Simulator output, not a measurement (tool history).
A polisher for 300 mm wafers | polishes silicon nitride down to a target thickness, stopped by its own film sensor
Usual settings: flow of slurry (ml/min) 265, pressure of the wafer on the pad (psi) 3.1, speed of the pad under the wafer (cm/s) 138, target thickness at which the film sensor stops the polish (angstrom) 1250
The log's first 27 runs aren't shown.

run	hour	flow of slurry (ml/min)	pressure of the wafer on the pad (psi)	speed of the pad under the wafer (cm/s)	target thickness at which the film sensor stops the polish (angstrom)	incoming thickness of the incoming film, nm	time until the film sensor stopped the polish (s)
# hour 1544.5: worn pad replaced by a new one
28	1569.5	200	2.5	122	1780	326.1	115.5
29	1605.3	220	2.2	182	1250	328.4	132.9
30	1670.3	265	2.7	138	1680	335.9	109.6
# hour 1708.3: head pressure recalibrated
31	1719.8	265	2.2	106	1250	330.9	204.3
32	1759.7	265	3.1	138	1250	329.8	117.7
33	1786.3	265	3.1	138	950	330.2	135.5
34	1821.7	335	3.7	150	570	333.1	121.8
35	1878.6	265	2.4	138	1250	329.9	152.3
36	1906.7	355	3.7	138	1440	333	88.7

5 ways to go on from here, each from the tool as it stands after run 36. What would each give?
A	1907.2	265	3.1	138	1500	329.4	?
B	1907.2	265	3.1	178	840	329.4	?
C	1907.2	235	3.1	168	1250	329.4	?
D	1907.2	205	3.1	138	1250	329.4	?
E	1907.2	265	2.4	172	930	329.4	?

run	time until the film sensor stopped the polish (s)
A	103.4
B	117
C	103.2
D	121.8
E	149.4
Without the tool's hidden state the same runs would have given:
run	time until the film sensor stopped the polish (s)
A	97.2
B	109.9
C	97
D	114.5
E	140.3

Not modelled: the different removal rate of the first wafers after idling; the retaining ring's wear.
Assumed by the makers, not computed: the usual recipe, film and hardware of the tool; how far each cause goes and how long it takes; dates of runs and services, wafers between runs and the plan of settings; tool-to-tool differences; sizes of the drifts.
